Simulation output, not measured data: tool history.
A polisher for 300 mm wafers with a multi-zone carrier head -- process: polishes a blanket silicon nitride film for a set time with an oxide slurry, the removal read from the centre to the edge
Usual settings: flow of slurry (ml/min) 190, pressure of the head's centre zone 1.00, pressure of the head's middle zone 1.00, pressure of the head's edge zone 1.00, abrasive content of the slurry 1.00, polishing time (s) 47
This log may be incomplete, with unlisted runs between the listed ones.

run	hour	flow of slurry (ml/min)	pressure of the head's centre zone	pressure of the head's middle zone	pressure of the head's edge zone	abrasive content of the slurry	polishing time (s)	incoming thickness of the incoming film, nm	film removed at the wafer's centre (nm)	film removed at mid-radius (nm)	film removed at the wafer's edge (nm)
1	0.0	190	1.00	1.00	1.07	1.00	47	588.1	27.7	27.8	28.7
2	53.4	190	1.00	1.00	1.07	1.00	47	598.4	26.9	26.9	28.3
3	81.4	190	1.00	1.00	1.00	1.00	47	588.6	27.0	26.3	26.4
# hour 101.2: worn pad replaced by a new one
4	139.9	190	1.00	0.95	1.00	1.00	47	587.3	28.6	28.2	29.4
5	201.2	190	1.00	1.00	1.07	1.00	41	587.8	24.1	24.2	25.5
6	260.0	190	1.00	1.00	1.07	1.00	41	592.2	22.8	23.3	23.7
# hour 309.1: worn pad replaced by a new one
7	323.6	190	1.00	1.00	1.00	1.00	47	590.9	29.4	29.9	29.1
8	350.2	190	1.00	1.00	1.00	1.00	47	584.2	29.0	29.1	28.8
# hour 417.5: slurry nozzle cleaned
9	430.5	190	1.00	1.00	1.00	1.25	47	597.4	30.4	29.7	29.9
# hour 505.1: carrier head's membrane replaced by a new one
# hour 517.0: edge zone pressure recalibrated
# hour 546.7: worn pad replaced by a new one
# hour 611.3: centre zone pressure recalibrated
10	617.7	190	1.00	1.00	1.00	1.00	47	594.2	28.3	28.4	27.9
11	665.4	190	1.04	1.04	1.09	1.00	47	584.3	27.7	27.6	28.6
12	715.1	190	1.00	1.00	1.00	1.00	47	588.5	26.5	26.3	26.0
13	759.9	220	1.00	1.00	1.00	1.20	47	592.4	27.6	27.8	27.6
# hour 779.1: worn pad replaced by a new one
14	818.8	190	1.00	1.00	0.88	1.00	47	592.5	29.0	28.9	27.1
15	943.8	190	1.00	1.00	1.00	1.00	47	586.3	26.6	26.3	26.1
# hour 998.7: worn pad replaced by a new one
16	1012.9	210	1.05	1.00	1.00	1.00	47	583.2	31.2	29.6	29.6
17	1078.0	190	0.91	1.00	1.00	0.75	47	591.3	22.5	24.7	25.1
18	1142.5	190	1.00	1.00	1.00	1.00	47	595.8	27.2	27.1	27.0
19	1201.9	145	1.00	1.00	1.00	1.00	47	595.0	25.7	25.4	25.5

The tool's hidden state at each run:
slurry flow missing at the pad, %: 0 at every run
deviation of the centre zone's pressure from its setpoint, %: 0 at every run
deviation of the edge zone's pressure from its setpoint, %: 0 at every run
H1: removal rate lost through wear of the pad, %
run	H1
1	6.36
2	9.47
3	11.1
4	3.62
5	7.19
6	10.6
7	1.19
8	2.74
9	7.42
10	5.94
11	8.72
12	11.6
13	14.2
14	3.38
15	10.7
16	1.79
17	5.59
18	9.34
19	12.8
